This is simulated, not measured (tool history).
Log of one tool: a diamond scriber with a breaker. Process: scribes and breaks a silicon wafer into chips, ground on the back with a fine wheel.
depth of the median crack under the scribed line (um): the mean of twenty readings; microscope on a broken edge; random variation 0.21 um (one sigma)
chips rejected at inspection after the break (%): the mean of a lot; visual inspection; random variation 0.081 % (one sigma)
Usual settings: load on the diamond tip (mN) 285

run	hour	load on the diamond tip (mN)	incoming depth of the damage left on the back of the incoming wafer, um	depth of the median crack under the scribed line (um)	chips rejected at inspection after the break (%)
1	0	305	2.58	9.94	3.2
2	18.4	305	2	10.05	2.13
3	51.6	305	1.98	9.98	2.6
4	63.7	351	2.2	10.76	1.92
5	89.6	221	2.9	8.01	17.14
6	112.3	221	1.79	7.89	12.3
7	136.5	285	2.84	9.36	6.78
8	155.2	267	1.92	8.7	6.53
# hour 159.2: load on the tip recalibrated
9	189.7	267	1.52	8.61	7.25
# hour 205.6: diamond tip replaced by a new one
10	224.3	285	2.92	10.7	2.84
11	245.3	330	2.24	12.16	2.14
12	272.7	340	1.6	12.08	1.85
13	304.9	252	1.64	9.58	2.99
14	319.1	285	2.99	10.43	3.31
15	354.4	214	2.7	8.45	10.77
16	387	285	2.18	10.18	2.26
17	422.9	346	2.3	11.66	1.93
18	447.3	210	2.74	8.27	13.83
19	477.8	219	1.85	8.42	10.12

What the log doesn't show, run by run:
deviation of the load on the tip from its setpoint, %: 0 in every run
H1: share of the diamond tip's cutting effectiveness lost through wear, %
run	H1
1	16.5
2	17.4
3	19
4	19.6
5	20.9
6	22
7	23.2
8	24.1
9	25.8
10	2.33
11	3.37
12	4.72
13	6.31
14	7.01
15	8.75
16	10.4
17	12.1
18	13.3
19	14.8
